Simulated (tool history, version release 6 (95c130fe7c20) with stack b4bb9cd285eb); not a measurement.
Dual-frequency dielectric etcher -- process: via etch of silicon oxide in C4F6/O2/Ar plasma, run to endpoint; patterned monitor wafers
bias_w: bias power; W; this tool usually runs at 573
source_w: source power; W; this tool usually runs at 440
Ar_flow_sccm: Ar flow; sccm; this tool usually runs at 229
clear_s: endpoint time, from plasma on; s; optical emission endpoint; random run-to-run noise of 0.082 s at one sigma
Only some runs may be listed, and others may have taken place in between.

run	hour	bias_w	source_w	Ar_flow_sccm	incoming incoming film thickness, nm	clear_s
1	0	573	440	229	111.3	20.1
2	54.3	573	440	229	112.6	20.3
3	117.2	573	440	229	113.5	20.5
4	186.6	573	440	229	111.8	20
# hour 213.6: Ar flow controller replaced
# hour 225.8: wet clean of the chamber
5	228.9	573	440	229	112.4	22.4
6	264.9	573	440	229	113.3	22.6
7	290	573	440	229	111.9	22
8	331.8	573	440	229	112.8	22.2
# hour 361.3: wet clean of the chamber, repeated, since the last time left the tool worse
# hour 373.8: source power generator calibrated
# hour 380.9: upper electrode replaced
9	381.4	501	540	190	114.1	20.8
10	399.3	470	370	229	110.9	24.3
# hour 404.6: bias power generator calibrated
11	441.8	573	440	229	112	20.7
12	491.7	573	440	229	113.7	20.9
13	559.5	651	510	257	112.2	18.5
14	615.6	573	350	229	112.7	22.3

Each row is a separate what-if for the run after 14, all from the same tool condition, not one after another. Results?
A	616	573	360	229	111.8	?
B	616	479	470	271	111.8	?
C	616	441	340	264	111.8	?

run	clear_s
A	21.8
B	22
C	25.9
With the hidden condition removed and each run's random variation left untouched, the same runs would have given:
run	clear_s
A	22.2
B	22.5
C	26.4
